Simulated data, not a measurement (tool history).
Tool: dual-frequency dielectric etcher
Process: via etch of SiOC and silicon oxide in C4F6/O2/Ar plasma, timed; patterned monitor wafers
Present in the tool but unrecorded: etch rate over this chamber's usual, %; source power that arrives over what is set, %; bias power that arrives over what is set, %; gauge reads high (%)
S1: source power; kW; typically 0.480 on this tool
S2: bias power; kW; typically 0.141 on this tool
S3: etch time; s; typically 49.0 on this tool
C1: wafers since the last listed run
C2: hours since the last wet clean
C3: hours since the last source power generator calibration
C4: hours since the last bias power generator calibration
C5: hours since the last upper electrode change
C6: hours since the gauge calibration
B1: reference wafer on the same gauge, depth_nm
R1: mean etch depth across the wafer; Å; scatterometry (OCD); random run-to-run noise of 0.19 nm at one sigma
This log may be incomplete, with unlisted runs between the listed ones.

run   hour     S1     S2    S3   C1     C2      C3      C4      C5     C6    B1   R1
  1    0.0  0.420  0.141  49.0    0  437.9  3687.4  5016.9  4259.4  227.3  59.4  537
       7.6  -- wet clean of the chamber
  2   36.3  0.480  0.141  49.0  235   28.7  3723.7  5053.2  4295.7  263.6  59.4  573
  3  100.7  0.480  0.141  49.0  529   93.1  3788.1  5117.6  4360.1  328.0  59.4  571
  4  163.4  0.480  0.141  49.0  515  155.8  3850.8  5180.3  4422.8  390.7  59.4  571
  5  195.1  0.480  0.141  49.0  260  187.5  3882.5  5212.0  4454.5  422.4  59.4  569
     251.8  -- upper electrode replaced
     253.2  -- bias power generator calibrated
  6  253.7  0.480  0.141  49.0  273  246.1  3941.1     0.5     1.9  481.0  59.4  568
  7  295.4  0.480  0.141  49.0  342  287.8  3982.8    42.2    43.6  522.7  59.4  562
  8  357.2  0.510  0.149  49.0  507  349.6  4044.6   104.0   105.4  584.5  59.4  582
     399.4  -- wet clean of the chamber
  9  399.9  0.480  0.161  49.0  153    0.5  4087.3   146.7   148.1  627.2  59.4  570
     419.9  -- gauge calibrated
 10  443.0  0.430  0.129  36.0  354   43.6  4130.4   189.8   191.2   23.1  59.4  379
 11  508.5  0.480  0.171  44.5  538  109.1  4195.9   255.3   256.7   88.6  59.4  526
     569.3  -- wet clean of the chamber, repeated, since the last time left the tool worse
 12  574.3  0.440  0.141  49.0  343    5.0  4261.7   321.1   322.5  154.4  59.4  563
     580.0  -- source power generator calibrated
 13  633.5  0.480  0.141  49.0  453   64.2    53.5   380.3   381.7  213.6  59.4  571
 14  673.2  0.480  0.141  49.0  326  103.9    93.2   420.0   421.4  253.3  59.4  570
 15  713.6  0.520  0.141  49.0  332  144.3   133.6   460.4   461.8  293.7  59.4  585
 16  747.9  0.480  0.161  44.5  281  178.6   167.9   494.7   496.1  328.0  59.4  539

Forecast each of these 4 alternatives for the next run:
  A  748.3  0.480  0.141  49.0   3  179.0  168.3  495.1  496.5  328.4   ?   ?
  B  748.3  0.420  0.131  38.0   3  179.0  168.3  495.1  496.5  328.4   ?   ?
  C  748.3  0.480  0.141  53.0   3  179.0  168.3  495.1  496.5  328.4   ?   ?
  D  748.3  0.400  0.108  41.0   3  179.0  168.3  495.1  496.5  328.4   ?   ?

run    B1   R1
  A  59.4  567
  B  59.4  414
  C  59.4  614
  D  59.4  418
Without the tool's hidden state the same runs would have given:
run   R1
  A  576
  B  420
  C  623
  D  424
